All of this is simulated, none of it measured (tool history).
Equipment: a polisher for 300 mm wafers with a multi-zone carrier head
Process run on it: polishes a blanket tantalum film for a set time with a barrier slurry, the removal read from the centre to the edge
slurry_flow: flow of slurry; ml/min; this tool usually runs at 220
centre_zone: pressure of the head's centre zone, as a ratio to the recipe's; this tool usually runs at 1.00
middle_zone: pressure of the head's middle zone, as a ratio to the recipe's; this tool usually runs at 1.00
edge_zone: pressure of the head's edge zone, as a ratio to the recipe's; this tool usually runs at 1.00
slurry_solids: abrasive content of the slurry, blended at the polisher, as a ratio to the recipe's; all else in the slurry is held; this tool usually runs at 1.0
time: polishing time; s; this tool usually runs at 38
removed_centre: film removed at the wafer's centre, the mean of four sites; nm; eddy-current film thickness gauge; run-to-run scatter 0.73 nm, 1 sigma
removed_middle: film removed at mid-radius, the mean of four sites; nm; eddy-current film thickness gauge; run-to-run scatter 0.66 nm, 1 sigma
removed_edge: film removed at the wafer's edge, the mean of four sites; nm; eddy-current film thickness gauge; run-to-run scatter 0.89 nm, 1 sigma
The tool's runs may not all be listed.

run     day  slurry_flow  centre_zone  middle_zone  edge_zone  slurry_solids  time  incoming thickness of the incoming film, nm  removed_centre  removed_middle  removed_edge
  1   0.000          220         1.00         1.00       1.00            1.0    38                                        372.7            76.5            78.2          78.3
      1.058  -- worn pad replaced by a new one
  2   1.146          220         1.00         1.00       1.00            1.0    38                                        366.2            80.9            81.1          81.1
      1.783  -- edge zone pressure recalibrated
  3   2.088          220         1.00         1.00       1.00            1.0    38                                        371.1            80.7            82.6          81.8
  4   3.338          220         1.00         1.06       1.06            1.0    50                                        372.3           108.0           111.2         109.2
  5   4.183          220         1.00         1.00       1.00            1.0    38                                        369.2            80.2            80.6          80.9
  6   5.150          220         1.00         1.00       1.00            1.0    38                                        370.8            79.4            81.2          80.4
  7   6.562          220         1.00         1.00       1.00            1.0    38                                        370.0            78.1            78.9          78.3
  8   7.921          220         1.00         1.00       1.00            1.0    38                                        372.1            78.4            77.6          76.5
      8.729  -- worn pad replaced by a new one
  9   9.325          245         1.00         1.00       1.00            1.0    38                                        371.6            79.3            80.8          80.6
 10  10.679          265         0.88         1.09       1.00            1.0    38                                        371.1            72.6            86.1          80.8
 11  12.029          220         0.93         1.05       1.00            1.0    49                                        364.8            97.4           106.7         101.8
 12  13.158          165         1.00         1.00       1.11            1.0    38                                        372.2            75.1            77.5          82.4
 13  14.321          285         1.00         0.89       1.00            1.0    38                                        376.4            78.7            74.9          79.0
 14  14.908          220         1.00         1.00       0.88            1.0    38                                        376.0            77.2            78.5          73.6
 15  15.879          220         1.00         1.03       1.00            1.0    38                                        369.0            75.3            77.6          75.8
 16  16.862          245         1.00         1.00       1.00            1.0    38                                        366.0            76.9            76.1          74.2
     17.946  -- worn pad replaced by a new one
 17  18.117          220         0.91         1.00       1.00            1.0    38                                        366.3            74.9            81.7          82.5
 18  18.696          220         1.00         1.00       0.95            0.8    38                                        368.1            76.5            77.2          75.2
 19  19.938          220         1.00         1.00       1.00            1.1    38                                        375.4            81.2            82.3          81.2
 20  21.308          245         1.00         1.00       1.00            1.0    38                                        376.9            80.7            81.8          80.9
 21  22.038          185         1.00         1.07       0.91            0.9    38                                        366.7            75.9            79.8          72.6

Expected results for the next run?
     22.450  -- carrier head's membrane replaced by a new one
 22  22.992          145         1.09         1.00       1.00            1.0    38                                        375.9               ?               ?             ?

Run 22 gave removed_centre 79.9 nm, removed_middle 77.0 nm, removed_edge 75.7 nm.
Take away the tool's hidden state, keep the run-to-run variation as it was, and the same run would have given removed_centre 82.7 nm, removed_middle 79.6 nm, removed_edge 78.3 nm.

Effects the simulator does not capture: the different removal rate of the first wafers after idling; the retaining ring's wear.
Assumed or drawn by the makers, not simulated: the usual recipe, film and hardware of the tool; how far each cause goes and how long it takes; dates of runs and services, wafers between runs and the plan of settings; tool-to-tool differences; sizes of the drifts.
